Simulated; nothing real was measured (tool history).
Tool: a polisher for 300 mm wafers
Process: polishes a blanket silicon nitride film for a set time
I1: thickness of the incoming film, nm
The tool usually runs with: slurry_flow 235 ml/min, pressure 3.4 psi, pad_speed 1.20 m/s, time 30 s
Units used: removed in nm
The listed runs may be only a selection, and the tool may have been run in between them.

run 1 day=0.000 | slurry_flow=235 pressure=3.4 pad_speed=1.20 time=35 | I1=955.1 | removed=77.9
run 2 day=2.871 | slurry_flow=235 pressure=3.4 pad_speed=1.20 time=35 | I1=951.7 | removed=77.3
run 3 day=5.025 | slurry_flow=235 pressure=3.4 pad_speed=1.20 time=35 | I1=976.4 | removed=77.2
run 4 day=6.712 | slurry_flow=235 pressure=3.4 pad_speed=1.20 time=30 | I1=972.0 | removed=66.2
-- day=6.900 worn pad replaced by a new one
run 5 day=7.733 | slurry_flow=235 pressure=3.4 pad_speed=1.20 time=30 | I1=967.5 | removed=65.4
run 6 day=10.767 | slurry_flow=235 pressure=3.4 pad_speed=1.20 time=30 | I1=947.2 | removed=65.4
run 7 day=12.933 | slurry_flow=235 pressure=3.8 pad_speed=1.20 time=30 | I1=966.2 | removed=72.4
-- day=13.942 worn pad replaced by a new one
run 8 day=15.854 | slurry_flow=235 pressure=3.8 pad_speed=1.20 time=30 | I1=966.4 | removed=71.3
run 9 day=22.012 | slurry_flow=170 pressure=3.4 pad_speed=1.52 time=30 | I1=945.0 | removed=70.9
-- day=23.154 worn pad replaced by a new one
run 10 day=24.400 | slurry_flow=235 pressure=3.4 pad_speed=1.20 time=33 | I1=945.2 | removed=71.4
-- day=25.792 slurry nozzle cleaned
run 11 day=26.854 | slurry_flow=235 pressure=3.4 pad_speed=1.52 time=30 | I1=967.3 | removed=73.7
run 12 day=29.150 | slurry_flow=235 pressure=3.4 pad_speed=1.20 time=30 | I1=962.4 | removed=65.0
run 13 day=30.850 | slurry_flow=235 pressure=3.4 pad_speed=1.20 time=35 | I1=976.9 | removed=76.0
-- day=31.583 head pressure recalibrated
-- day=32.321 worn pad replaced by a new one
run 14 day=33.842 | slurry_flow=205 pressure=2.5 pad_speed=1.20 time=39 | I1=958.2 | removed=68.6
run 15 day=36.746 | slurry_flow=235 pressure=4.2 pad_speed=1.46 time=30 | I1=964.0 | removed=87.7
run 16 day=38.842 | slurry_flow=235 pressure=3.4 pad_speed=1.20 time=30 | I1=954.8 | removed=67.1
run 17 day=40.588 | slurry_flow=235 pressure=2.2 pad_speed=1.20 time=30 | I1=975.0 | removed=48.0

5 ways to go on from here, each from the tool as it stands after run 17. What would each give?
run A day=40.604 | slurry_flow=235 pressure=3.4 pad_speed=1.20 time=30 | I1=976.0 | removed=?
run B day=40.604 | slurry_flow=310 pressure=4.4 pad_speed=1.20 time=37 | I1=976.0 | removed=?
run C day=40.604 | slurry_flow=270 pressure=2.8 pad_speed=1.20 time=30 | I1=976.0 | removed=?
run D day=40.604 | slurry_flow=235 pressure=3.4 pad_speed=1.02 time=30 | I1=976.0 | removed=?
run E day=40.604 | slurry_flow=185 pressure=3.4 pad_speed=1.20 time=20 | I1=976.0 | removed=?

run=A removed=67.0
run=B removed=104.7
run=C removed=58.4
run=D removed=62.1
run=E removed=43.3
Had the tool no hidden state, the same runs would have come out as:
run=A removed=69.2
run=B removed=108.2
run=C removed=60.4
run=D removed=64.2
run=E removed=44.8
